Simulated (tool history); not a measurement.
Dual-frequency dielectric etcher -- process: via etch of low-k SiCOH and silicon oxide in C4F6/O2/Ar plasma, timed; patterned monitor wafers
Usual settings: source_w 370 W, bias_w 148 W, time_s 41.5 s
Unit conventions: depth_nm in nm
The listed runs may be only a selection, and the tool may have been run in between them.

| run | day | source_w | bias_w | time_s | read-back reference wafer on the same gauge, depth_nm | depth_nm |
|---|---|---|---|---|---|---|
| 1 | 0.000 | 370 | 148 | 33.0 | 105.6 | 69.3 |
| 2 | 2.550 | 370 | 148 | 33.0 | 105.7 | 68.3 |
| 3 | 3.717 | 370 | 148 | 33.0 | 105.9 | 68.9 |
| 4 | 6.029 | 370 | 148 | 41.5 | 105.7 | 85.8 |
| 5 | 12.529 | 370 | 148 | 41.5 | 105.7 | 83.7 |
| 6 | 13.575 | 370 | 148 | 41.5 | 105.5 | 83.8 |
| 7 | 15.058 | 320 | 148 | 41.5 | 105.9 | 76.6 |
| 8 | 17.408 | 300 | 148 | 41.5 | 105.5 | 77.3 |
| 9 | 18.892 | 370 | 132 | 41.5 | 105.6 | 84.8 |
| 10 | 21.638 | 340 | 113 | 37.5 | 105.8 | 70.7 |
| 11 | 23.429 | 370 | 112 | 38.5 | 105.7 | 73.7 |
| 12 | 25.142 | 450 | 129 | 49.0 | 105.7 | 108.9 |
| 13 | 27.017 | 430 | 148 | 29.0 | 105.9 | 64.6 |
| 14 | 29.921 | 320 | 148 | 41.5 | 105.4 | 77.9 |

Put back what was entered between runs (5 entries, withheld): which listed runs does each sit between, and how does the hidden state differ from the listed run before to the listed run after?
In the gap between runs 4 and 5: upper electrode replaced (day 11.175)
  etch rate over this chamber's usual, %: -3.02 -> -4.68
  difference, measured minus the result without the unlogged condition, depth_nm: -2.6 -> -4.2 nm
In the gap between runs 7 and 8: gauge calibrated (day 15.058); wet clean of the chamber (day 17.033)
  etch rate over this chamber's usual, %: -5.33 -> -0.727
  difference, measured minus the result without the unlogged condition, depth_nm: -4.3 -> -0.6 nm
In the gap between runs 9 and 10: source power generator calibrated (day 21.333)
  etch rate over this chamber's usual, %: -1.1 -> -1.81
  difference, measured minus the result without the unlogged condition, depth_nm: -1.0 -> -1.3 nm
In the gap between runs 10 and 11: bias power generator calibrated (day 22.842)
  etch rate over this chamber's usual, %: -1.81 -> -2.26
  difference, measured minus the result without the unlogged condition, depth_nm: -1.3 -> -1.7 nm
